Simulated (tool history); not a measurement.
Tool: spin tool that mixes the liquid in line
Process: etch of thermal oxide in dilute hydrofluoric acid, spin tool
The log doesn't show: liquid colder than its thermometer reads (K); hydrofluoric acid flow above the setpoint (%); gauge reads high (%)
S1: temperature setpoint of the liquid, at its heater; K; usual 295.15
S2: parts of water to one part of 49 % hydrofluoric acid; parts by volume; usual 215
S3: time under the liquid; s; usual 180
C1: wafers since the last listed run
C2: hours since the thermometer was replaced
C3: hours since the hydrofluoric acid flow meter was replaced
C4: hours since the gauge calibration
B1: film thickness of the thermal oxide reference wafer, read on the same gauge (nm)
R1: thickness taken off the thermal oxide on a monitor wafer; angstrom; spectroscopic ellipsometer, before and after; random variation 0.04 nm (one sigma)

run    hour      S1   S2   S3   C1      C2      C3      C4      B1     R1
  1     0.0  296.65  175  180    0  1228.8   237.4  1075.0  79.966  46.76
  2    37.6  296.65  175  180  247  1266.4   275.0  1112.6  80.007  45.91
  3    76.8  296.65  175  180  258  1305.6   314.2  1151.8  80.007  46.50
  4   154.1  295.15  215  180  508  1382.9   391.5  1229.1  79.996  34.94
  5   204.3  295.15  215  180  330  1433.1   441.7  1279.3  79.974  34.89
  6   263.6  295.15  215  180  390  1492.4   501.0  1338.6  80.030  34.59
  7   301.6  295.15  215  180  250  1530.4   539.0  1376.6  79.997  34.81
  8   367.4  295.15  215  180  433  1596.2   604.8  1442.4  79.981  33.71
  9   451.4  295.15  215  180  552  1680.2   688.8  1526.4  80.005  35.89
 10   553.9  295.15  215  180  674  1782.7   791.3  1628.9  79.995  34.86
 11   635.0  295.15  215  180  533  1863.8   872.4  1710.0  80.022  35.93
 12   722.1  295.15  215  180  573  1950.9   959.5  1797.1  79.992  35.10
 13   769.5  295.15  215  180  312  1998.3  1006.9  1844.5  80.037  34.36
 14   864.4  295.15  215  130  624  2093.2  1101.8  1939.4  79.998  25.61
 15   951.6  295.15  215  180  574  2180.4  1189.0  2026.6  79.995  35.86
 16  1038.5  293.15  260  180  572  2267.3  1275.9  2113.5  80.022  26.39
 17  1100.2  295.15  215  180  406  2329.0  1337.6  2175.2  80.003  36.20
 18  1169.0  295.15  215  180  452  2397.8  1406.4  2244.0  79.973  36.09
     1170.6  -- thermometer replaced
     1186.7  -- gauge calibrated
 19  1210.4  293.15  160  145  265    39.8  1447.8    23.7  80.024  38.98
 20  1286.3  295.15  215  180  499   115.7  1523.7    99.6  79.990  36.45
 21  1350.0  299.65  290  180  419   179.4  1587.4   163.3  79.990  29.23
     1387.4  -- hydrofluoric acid flow meter replaced
 22  1395.3  297.65  215  180  291   224.7     7.9   208.6  80.054  36.55
 23  1455.4  292.15  215  110  395   284.8    68.0   268.7  79.993  18.75
 24  1548.6  298.15  215  180  613   378.0   161.2   361.9  79.974  37.65
 25  1633.5  296.65  160  115  558   462.9   246.1   446.8  80.019  32.91
 26  1713.9  295.15  215  180  529   543.3   326.5   527.2  79.989  34.54
 27  1810.4  295.15  215  180  635   639.8   423.0   623.7  80.024  34.31
 28  1917.2  292.15  215  110  703   746.6   529.8   730.5  79.987  18.97
 29  2015.2  295.15  215  180  645   844.6   627.8   828.5  79.987  34.57
 30  2096.5  292.15  295  240  535   925.9   709.1   909.8  79.980  27.91
 31  2203.1  297.65  160  180  701  1032.5   815.7  1016.4  80.008  56.07
 32  2240.4  291.15  300  215  245  1069.8   853.0  1053.7  80.011  24.21
 33  2305.7  298.65  105   80  429  1135.1   918.3  1119.0  80.007  41.54

Forecast each of these 5 alternatives for the next run:
  A  2306.2  292.15  215  180   3  1135.6  918.8  1119.5   ?   ?
  B  2306.2  298.65  140   85   3  1135.6  918.8  1119.5   ?   ?
  C  2306.2  300.15  250  235   3  1135.6  918.8  1119.5   ?   ?
  D  2306.2  290.65  165  130   3  1135.6  918.8  1119.5   ?   ?
  E  2306.2  295.15  215  280   3  1135.6  918.8  1119.5   ?   ?

run      B1     R1
  A  80.020  31.58
  B  80.020  31.76
  C  80.020  46.00
  D  80.020  29.32
  E  80.020  55.10
Without the tool's hidden state the same runs would have given:
run     R1
  A  30.06
  B  30.28
  C  43.66
  D  27.96
  E  52.42
